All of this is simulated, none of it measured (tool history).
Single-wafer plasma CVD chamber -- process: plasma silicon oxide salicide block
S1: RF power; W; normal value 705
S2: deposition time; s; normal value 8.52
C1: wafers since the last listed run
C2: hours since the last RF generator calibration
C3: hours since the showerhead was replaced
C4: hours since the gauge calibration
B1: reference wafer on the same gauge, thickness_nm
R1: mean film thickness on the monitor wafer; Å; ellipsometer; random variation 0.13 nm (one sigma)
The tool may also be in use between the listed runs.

run	day	S1	S2	C1	C2	C3	C4	B1	R1
1	0	705	8.52	0	1809.2	3263.1	42.7	75.022	841.36
2	0.917	705	8.52	595	1831.2	3285.1	64.7	75.031	842.9
3	2.371	705	8.52	944	1866.1	3320	99.6	74.988	842.75
4	3.325	705	8.52	619	1889	3342.9	122.5	75.006	841.23
5	4.233	705	8.52	590	1910.8	3364.7	144.3	74.98	840.99
6	4.888	765	7.44	424	1926.5	3380.4	160	75.019	747.72
7	6.246	765	7.44	882	1959.1	3413	192.6	74.952	746.57
8	8.954	705	7.96	1759	2024.1	3478	257.6	75.003	783.27
9	10.221	705	7.96	822	2054.5	3508.4	288	74.97	782.68
10	11.529	645	8.99	849	2085.9	3539.8	319.4	74.97	869.03
11	12.292	755	7.6	495	2104.2	3558.1	337.7	74.984	763.69
12	13.533	755	7.6	806	2134	3587.9	367.5	75.026	760.83
13	14.329	600	8.52	516	2153.1	3607	386.6	75.002	814.72
14	15.292	705	8.52	625	2176.2	3630.1	409.7	74.986	841.11
15	16.054	620	9.83	495	2194.5	3648.4	428	75.002	947.92
# day 17.55: showerhead replaced
16	17.571	775	8.99	768	2230.9	0.5	464.4	75.008	904.5
17	18.308	590	6.94	479	2248.6	18.2	482.1	74.998	662.39
18	19.121	815	7.8	527	2268.1	37.7	501.6	75.031	794.51
# day 19.492: RF generator calibrated
19	20.192	705	8.52	479	16.8	63.4	527.3	75.031	838.98
20	21.196	770	7.79	652	40.9	87.5	551.4	75.048	783.43
21	21.725	620	8.03	343	53.6	100.2	564.1	75.046	774.46
# day 21.904: gauge calibrated
22	22.717	705	8.52	644	77.4	124	19.5	75.057	840.47
23	24.162	705	9.51	939	112.1	158.7	54.2	74.974	938.04
24	24.825	805	8.52	430	128	174.6	70.1	74.984	864.52
25	25.338	705	8.52	332	140.3	186.9	82.4	75.05	840.41
26	26.767	620	8.99	928	174.6	221.2	116.7	74.983	863.38
27	28.083	625	10.21	855	206.2	252.8	148.3	74.998	984.92

Give the tool's hidden conditions for every run:
delivered RF power above the setpoint (%): 0 across all the runs
gauge reads high (%): 0 across all the runs

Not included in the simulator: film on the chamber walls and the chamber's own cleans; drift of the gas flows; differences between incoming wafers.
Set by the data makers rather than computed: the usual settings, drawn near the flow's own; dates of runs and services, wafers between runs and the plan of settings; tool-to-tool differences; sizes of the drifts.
